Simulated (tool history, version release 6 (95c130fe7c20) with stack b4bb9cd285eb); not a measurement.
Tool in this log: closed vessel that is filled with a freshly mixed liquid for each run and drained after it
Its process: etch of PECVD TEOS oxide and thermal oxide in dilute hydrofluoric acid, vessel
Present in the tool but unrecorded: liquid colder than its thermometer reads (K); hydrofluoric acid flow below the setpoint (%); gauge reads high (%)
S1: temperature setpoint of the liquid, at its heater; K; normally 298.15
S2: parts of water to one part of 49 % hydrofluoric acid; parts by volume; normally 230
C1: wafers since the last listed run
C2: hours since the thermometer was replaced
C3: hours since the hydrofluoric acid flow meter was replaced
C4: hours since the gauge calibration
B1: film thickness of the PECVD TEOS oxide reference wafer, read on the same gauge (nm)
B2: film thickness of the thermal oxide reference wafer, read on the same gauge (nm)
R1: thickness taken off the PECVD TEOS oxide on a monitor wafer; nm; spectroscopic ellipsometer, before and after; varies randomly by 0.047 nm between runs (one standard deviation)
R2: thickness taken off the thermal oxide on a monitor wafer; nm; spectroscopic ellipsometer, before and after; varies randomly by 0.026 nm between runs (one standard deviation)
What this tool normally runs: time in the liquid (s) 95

run 1 day=0 | S1=298.15 S2=230 time_in_the_liquid_(s)=95 | C1=0 C2=2018.8 C3=100 C4=434.4 | B1=100 B2=39.962 | R1=9.99 R2=1.664
run 2 day=2.825 | S1=298.15 S2=230 time_in_the_liquid_(s)=95 | C1=4669 C2=2086.6 C3=167.8 C4=502.2 | B1=100.01 B2=40.027 | R1=9.95 R2=1.697
run 3 day=5.579 | S1=298.15 S2=175 time_in_the_liquid_(s)=95 | C1=4552 C2=2152.7 C3=233.9 C4=568.3 | B1=100.02 B2=39.977 | R1=13.9 R2=2.321
run 4 day=8.138 | S1=298.15 S2=175 time_in_the_liquid_(s)=95 | C1=4228 C2=2214.1 C3=295.3 C4=629.7 | B1=100 B2=39.98 | R1=13.77 R2=2.41
run 5 day=10.229 | S1=298.15 S2=230 time_in_the_liquid_(s)=95 | C1=3457 C2=2264.3 C3=345.5 C4=679.9 | B1=100.03 B2=39.935 | R1=9.88 R2=1.712
run 6 day=11.829 | S1=298.15 S2=230 time_in_the_liquid_(s)=95 | C1=2644 C2=2302.7 C3=383.9 C4=718.3 | B1=100.01 B2=39.964 | R1=9.9 R2=1.672
run 7 day=12.954 | S1=296.65 S2=230 time_in_the_liquid_(s)=95 | C1=1859 C2=2329.7 C3=410.9 C4=745.3 | B1=100.01 B2=39.997 | R1=9.24 R2=1.571
run 8 day=14.275 | S1=296.65 S2=230 time_in_the_liquid_(s)=95 | C1=2183 C2=2361.4 C3=442.6 C4=777 | B1=100.01 B2=40.009 | R1=9.29 R2=1.578
run 9 day=16.221 | S1=296.65 S2=230 time_in_the_liquid_(s)=95 | C1=3216 C2=2408.1 C3=489.3 C4=823.7 | B1=100 B2=40.021 | R1=9.25 R2=1.603
run 10 day=18.983 | S1=300.65 S2=230 time_in_the_liquid_(s)=95 | C1=4565 C2=2474.4 C3=555.6 C4=890 | B1=99.99 B2=39.973 | R1=10.6 R2=1.821
-- day=19.9 gauge calibrated
run 11 day=20.117 | S1=295.65 S2=230 time_in_the_liquid_(s)=95 | C1=1873 C2=2501.6 C3=582.8 C4=5.2 | B1=100.01 B2=40.032 | R1=8.97 R2=1.535
-- day=20.908 thermometer replaced
run 12 day=22.033 | S1=296.65 S2=285 time_in_the_liquid_(s)=75 | C1=3099 C2=27 C3=628.8 C4=51.2 | B1=100 B2=39.984 | R1=5.51 R2=0.947
run 13 day=23.717 | S1=302.15 S2=230 time_in_the_liquid_(s)=135 | C1=2782 C2=67.4 C3=669.2 C4=91.6 | B1=100 B2=40.013 | R1=15.82 R2=2.715
-- day=24.946 hydrofluoric acid flow meter replaced
run 14 day=25.108 | S1=298.15 S2=320 time_in_the_liquid_(s)=135 | C1=2231 C2=100.8 C3=3.9 C4=125 | B1=100 B2=39.973 | R1=9.32 R2=1.611
run 15 day=27.992 | S1=298.15 S2=310 time_in_the_liquid_(s)=50 | C1=4765 C2=170 C3=73.1 C4=194.2 | B1=99.98 B2=40.048 | R1=3.56 R2=0.602
run 16 day=29.267 | S1=300.65 S2=195 time_in_the_liquid_(s)=70 | C1=2107 C2=200.6 C3=103.7 C4=224.8 | B1=99.99 B2=40.039 | R1=9.9 R2=1.697
run 17 day=30.738 | S1=298.15 S2=280 time_in_the_liquid_(s)=95 | C1=2431 C2=235.9 C3=139 C4=260.1 | B1=100.02 B2=39.981 | R1=7.73 R2=1.346
run 18 day=33.454 | S1=298.15 S2=230 time_in_the_liquid_(s)=95 | C1=4490 C2=301.1 C3=204.2 C4=325.3 | B1=100 B2=39.978 | R1=9.95 R2=1.715
run 19 day=42.025 | S1=301.15 S2=230 time_in_the_liquid_(s)=95 | C1=14166 C2=506.8 C3=409.9 C4=531 | B1=100 B2=40.035 | R1=10.85 R2=1.887
run 20 day=50.912 | S1=295.65 S2=230 time_in_the_liquid_(s)=95 | C1=14689 C2=720.1 C3=623.2 C4=744.3 | B1=99.98 B2=40.029 | R1=8.84 R2=1.522
run 21 day=52.208 | S1=295.65 S2=230 time_in_the_liquid_(s)=135 | C1=2141 C2=751.2 C3=654.3 C4=775.4 | B1=100.02 B2=39.984 | R1=12.59 R2=2.154
run 22 day=54.8 | S1=302.15 S2=140 time_in_the_liquid_(s)=150 | C1=4283 C2=813.4 C3=716.5 C4=837.6 | B1=100 B2=40.072 | R1=32.26 R2=5.459
-- day=55.996 hydrofluoric acid flow meter replaced
run 23 day=56.025 | S1=298.15 S2=230 time_in_the_liquid_(s)=110 | C1=1955 C2=842.8 C3=0.7 C4=867 | B1=99.99 B2=39.954 | R1=11.67 R2=1.995

How would selected steps in R1 from run to run divide? Give the signed amount a tool lacking its hidden state would still show from settings, what came in and random variation, and the signed amount left for the hidden state, including any gauge scatter that is not in both of the compared results.
Run 21 -> 22: S1 295.65 -> 302.15, S2 230 -> 140, time in the liquid (s) 135 -> 150. R1 +19.67 nm: hidden state -0.93, all else +20.6.
Run 22 -> 23: S1 302.15 -> 298.15, S2 140 -> 230, time in the liquid (s) 150 -> 110, hydrofluoric acid flow meter replaced. R1 -20.59 nm: hidden state +1.45, all else -22.04.
